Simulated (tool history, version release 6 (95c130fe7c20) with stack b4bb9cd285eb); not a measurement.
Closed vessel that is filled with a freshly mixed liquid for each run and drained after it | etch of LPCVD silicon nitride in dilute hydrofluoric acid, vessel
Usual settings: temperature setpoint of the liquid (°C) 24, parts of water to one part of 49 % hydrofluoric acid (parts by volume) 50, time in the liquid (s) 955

run	hour	temperature setpoint of the liquid (°C)	parts of water to one part of 49 % hydrofluoric acid (parts by volume)	time in the liquid (s)	read-back film thickness of the LPCVD silicon nitride reference wafer, read on the same gauge (nm)	thickness taken off the LPCVD silicon nitride on a monitor wafer (angstrom)
1	0	24	35	955	149.99	162.5
2	34.7	24	35	955	150.03	162.6
3	66	28	50	745	150.02	116.9
4	81.5	28	50	745	150.03	117
5	101.8	24	65	955	150	88.9
6	117.8	24	50	955	150.01	119.1
7	137.1	24	50	955	150	116
8	156.4	24	50	955	149.98	115.8
9	172.2	24	50	955	150.03	117.6
10	189.4	24	50	955	150.03	117.3
11	207.7	24	50	955	150	117
12	230.3	24	50	955	149.98	117.6
13	249.3	24	50	800	150	97.8
14	261.4	24	50	955	150	117
15	273.4	24	50	955	149.95	119.6
16	307.8	24	50	955	150	119
# hour 326.5: gauge calibrated
17	326.5	24	75	955	149.98	79.6
# hour 327.6: hydrofluoric acid flow meter replaced
18	347.4	19	35	1500	149.97	189.8
19	366	19	35	1500	149.95	186.4
# hour 380.4: thermometer replaced
20	391.2	24	50	1315	149.99	145.8
21	466.2	21.5	40	955	150.01	112.7
22	489.7	24	50	745	150.05	83.2
23	503.4	24	75	955	149.97	71.5
24	537.2	24	50	955	150.01	107.4
25	550.5	24	50	955	150.04	107.7
26	624.7	27.5	65	700	149.98	77.2
27	642.4	24	60	955	150.01	90.7
28	669.4	26.5	50	955	150.01	128

Hidden state or all else? Some run-to-run changes of thickness taken off the LPCVD silicon nitride on a monitor wafer (angstrom), split into what the settings, what came in and random variation would give without the hidden state, and what is left for the hidden state (with any gauge scatter that isn't in both results):
The hidden state here: liquid hotter than its thermometer reads (K); hydrofluoric acid flow above the setpoint (%); gauge reads high (%).
Run 2 -> 3: temperature setpoint of the liquid (°C) 24 -> 28, parts of water to one part of 49 % hydrofluoric acid (parts by volume) 35 -> 50, time in the liquid (s) 955 -> 745. thickness taken off the LPCVD silicon nitride on a monitor wafer (angstrom) -45.7: hidden state -4.3, all else -41.4.
Run 17 -> 18: temperature setpoint of the liquid (°C) 24 -> 19, parts of water to one part of 49 % hydrofluoric acid (parts by volume) 75 -> 35, time in the liquid (s) 955 -> 1500, hydrofluoric acid flow meter replaced. thickness taken off the LPCVD silicon nitride on a monitor wafer (angstrom) +110.2: hidden state +14, all else +96.2.
Run 19 -> 20: temperature setpoint of the liquid (°C) 19 -> 24, parts of water to one part of 49 % hydrofluoric acid (parts by volume) 35 -> 50, time in the liquid (s) 1500 -> 1315, thermometer replaced. thickness taken off the LPCVD silicon nitride on a monitor wafer (angstrom) -40.6: hidden state -21.2, all else -19.4.
